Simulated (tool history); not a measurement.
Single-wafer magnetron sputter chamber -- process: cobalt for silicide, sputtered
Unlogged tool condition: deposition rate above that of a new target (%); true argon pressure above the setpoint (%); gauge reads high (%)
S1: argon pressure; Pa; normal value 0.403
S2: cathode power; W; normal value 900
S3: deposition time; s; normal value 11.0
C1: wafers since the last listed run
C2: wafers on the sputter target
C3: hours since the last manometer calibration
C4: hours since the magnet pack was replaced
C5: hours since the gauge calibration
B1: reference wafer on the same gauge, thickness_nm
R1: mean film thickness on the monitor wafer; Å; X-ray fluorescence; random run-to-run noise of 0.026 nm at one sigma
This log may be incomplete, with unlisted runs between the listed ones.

run   hour     S1   S2    S3    C1    C2      C3      C4     C5     B1     R1
  1    0.0  0.403  900  11.0     0   550   808.9  8679.8  275.3  5.036  44.90
  2   24.6  0.403  900  11.0   711  1262   833.5  8704.4  299.9  5.040  44.81
  3   86.9  0.403  900  11.0  1802  3064   895.8  8766.7  362.2  5.038  43.09
     150.1  -- sputter target and shields replaced
  4  153.9  0.403  900  10.5  1706   110   962.8  8833.7  429.2  5.034  43.46
  5  205.7  0.403  900  10.5  1498  1608  1014.6  8885.5  481.0  5.040  41.91
     239.1  -- magnet pack replaced
  6  239.6  0.403  900  11.0   749  2357  1048.5     0.5  514.9  5.041  43.38
  7  276.7  0.403  900  12.5  1073  3431  1085.6    37.6  552.0  5.046  49.11
     326.2  -- sputter target and shields replaced
  8  348.5  0.403  900  12.5  1845   645  1157.4   109.4  623.8  5.046  50.37
  9  385.1  0.290  800  11.7  1058  1704  1194.0   146.0  660.4  5.043  44.64
 10  453.1  0.258  900   9.3  1967  3671  1262.0   214.0  728.4  5.042  37.53
 11  483.1  0.343  850   9.0   867  4539  1292.0   244.0  758.4  5.037  34.38
     490.1  -- gauge calibrated
     497.5  -- sputter target and shields replaced
 12  523.7  0.285  900   9.9   943   758  1332.6   284.6   33.6  5.039  41.49
     548.0  -- capacitance manometer re-zeroed and calibrated
 13  562.4  0.403  900  11.0   888  1646    14.4   323.3   72.3  5.042  43.57
 14  615.0  0.403  900  11.0  1521  3168    67.0   375.9  124.9  5.039  43.36
 15  663.6  0.324  800  11.0  1405  4574   115.6   424.5  173.5  5.042  40.52
 16  698.4  0.403  900  11.0  1006  5580   150.4   459.3  208.3  5.035  42.56
     710.3  -- sputter target and shields replaced
 17  728.7  0.479  700  12.8   645   532   180.7   489.6  238.6  5.046  43.72

Consider 4 possible next runs. They are alternatives, not a sequence: every one starts from the tool as it was left by run 17. What does each give?
  A  729.1  0.403   900  13.0  11  544  181.1  490.0  239.0   ?   ?
  B  729.1  0.403  1000  12.6  11  544  181.1  490.0  239.0   ?   ?
  C  729.1  0.472   700  11.0  11  544  181.1  490.0  239.0   ?   ?
  D  729.1  0.448  1100  10.1  11  544  181.1  490.0  239.0   ?   ?

run     B1     R1
  A  5.043  52.58
  B  5.043  54.70
  C  5.043  37.21
  D  5.043  46.23
Take away the tool's hidden state, keep each run's random variation, and the runs would have read:
run     R1
  A  53.77
  B  55.94
  C  38.06
  D  47.28
